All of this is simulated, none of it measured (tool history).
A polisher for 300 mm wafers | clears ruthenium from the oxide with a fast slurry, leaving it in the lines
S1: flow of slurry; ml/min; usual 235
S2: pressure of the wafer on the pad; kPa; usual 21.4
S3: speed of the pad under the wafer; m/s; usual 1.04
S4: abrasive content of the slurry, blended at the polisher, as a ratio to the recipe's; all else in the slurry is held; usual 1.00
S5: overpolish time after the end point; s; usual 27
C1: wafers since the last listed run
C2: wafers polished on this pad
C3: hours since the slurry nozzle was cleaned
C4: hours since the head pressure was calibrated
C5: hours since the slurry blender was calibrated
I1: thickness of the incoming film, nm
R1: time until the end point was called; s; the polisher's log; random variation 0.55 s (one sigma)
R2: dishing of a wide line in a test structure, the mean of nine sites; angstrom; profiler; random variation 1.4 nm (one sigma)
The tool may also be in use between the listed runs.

run    hour   S1    S2    S3    S4  S5    C1    C2     C3     C4     C5     I1     R1    R2
  1     0.0  235  21.4  1.04  1.00  27     0  2273   87.8   48.0  523.9  297.3   65.8   836
  2    42.2  235  21.4  1.04  1.00  27   228  2501  130.0   90.2  566.1  302.9   68.2   848
  3    94.7  300  23.4  1.04  1.00  27   283  2785  182.5  142.7  618.6  297.4   58.5   910
      129.8  -- slurry blender recalibrated
  4   138.4  195  26.2  1.28  1.00  27   225  3011  226.2  186.4    8.6  295.2   44.6  1117
      150.6  -- worn pad replaced by a new one
  5   210.3  235  21.4  1.04  1.00  27   367   322  298.1  258.3   80.5  299.7   66.8   828
  6   258.9  235  17.2  1.16  1.00  27   262   585  346.7  306.9  129.1  303.1   75.2   787
  7   318.7  315  15.2  1.28  1.00  38   323   909  406.5  366.7  188.9  297.5   74.0  1032
  8   350.8  315  21.4  1.04  1.15  27   173  1082  438.6  398.8  221.0  298.5   61.3   903
  9   392.9  235  21.4  0.84  1.00  17   227  1310  480.7  440.9  263.1  300.0   80.6   481
 10   421.5  235  21.4  1.04  1.00  27   154  1465  509.3  469.5  291.7  301.2   67.1   840
 11   618.3  305  16.5  1.04  1.00  27  1064  2529  706.1  666.3  488.5  298.5   79.4   724
 12   674.3  235  21.4  1.04  1.00  27   302  2832  762.1  722.3  544.5  297.9   62.8   879
      676.6  -- slurry nozzle cleaned
      720.6  -- head pressure recalibrated
      723.8  -- slurry blender recalibrated
 13   728.5  235  21.4  1.04  1.00  27   266  3098   51.9    7.9    4.7  303.3   67.4   845
      775.2  -- worn pad replaced by a new one
 14   790.5  235  21.4  1.04  1.00  27   313    82  113.9   69.9   66.7  295.9   66.4   843
 15   915.0  175  28.3  1.04  1.00  27   673   756  238.4  194.4  191.2  306.5   53.4  1001
 16   962.6  235  21.4  1.04  1.00  27   257  1013  286.0  242.0  238.8  297.1   66.5   846
 17  1033.6  235  21.4  1.04  1.00  27   384  1397  357.0  313.0  309.8  298.1   65.8   838
 18  1099.1  180  21.4  1.04  1.25  20   354  1752  422.5  378.5  375.3  302.3   64.7   694
 19  1142.9  235  21.4  1.04  1.00  33   236  1989  466.3  422.3  419.1  301.0   66.5  1010
 20  1278.0  235  23.4  0.70  1.00  27   730  2719  601.4  557.4  554.2  305.6   89.0   681
     1291.0  -- slurry blender recalibrated
 21  1339.1  235  21.4  1.04  1.00  27   319  3039  662.5  618.5   48.1  306.3   65.2   855
     1361.3  -- worn pad replaced by a new one
 22  1385.4  260  21.4  1.04  1.00  43   228   130  708.8  664.8   94.4  295.9   62.4  1176
 23  1428.5  235  15.9  0.70  0.75  39   233   363  751.9  707.9  137.5  304.5  138.5   634
 24  1475.2  235  21.4  1.04  1.00  27   252   616  798.6  754.6  184.2  293.7   61.6   861
 25  1506.2  235  21.4  1.24  1.00  22   167   783  829.6  785.6  215.2  294.4   51.9   894
     1518.7  -- head pressure recalibrated
 26  1568.0  235  14.5  1.04  1.00  27   323  1107  891.4   49.3  277.0  304.8  100.4   595
 27  1611.2  235  21.4  1.04  1.00  27   233  1340  934.6   92.5  320.2  297.6   66.5   830

5 ways to go on from here, each from the tool as it stands after run 27. What would each give?
  A  1611.7  235  21.4  0.94  1.00  27   2  1343  935.1  93.0  320.7  294.9   ?   ?
  B  1611.7  235  17.9  1.32  1.00  42   2  1343  935.1  93.0  320.7  294.9   ?   ?
  C  1611.7  235  25.5  1.04  1.00  27   2  1343  935.1  93.0  320.7  294.9   ?   ?
  D  1611.7  210  21.4  1.04  1.15  27   2  1343  935.1  93.0  320.7  294.9   ?   ?
  E  1611.7  185  21.4  1.14  0.75  27   2  1343  935.1  93.0  320.7  294.9   ?   ?

run    R1    R2
  A  72.0   772
  B  61.6  1206
  C  54.6   958
  D  63.2   857
  E  66.6   822
Without the tool's hidden state the same runs would have given:
run    R1    R2
  A  72.7   766
  B  62.2  1198
  C  55.2   951
  D  63.8   850
  E  67.3   815

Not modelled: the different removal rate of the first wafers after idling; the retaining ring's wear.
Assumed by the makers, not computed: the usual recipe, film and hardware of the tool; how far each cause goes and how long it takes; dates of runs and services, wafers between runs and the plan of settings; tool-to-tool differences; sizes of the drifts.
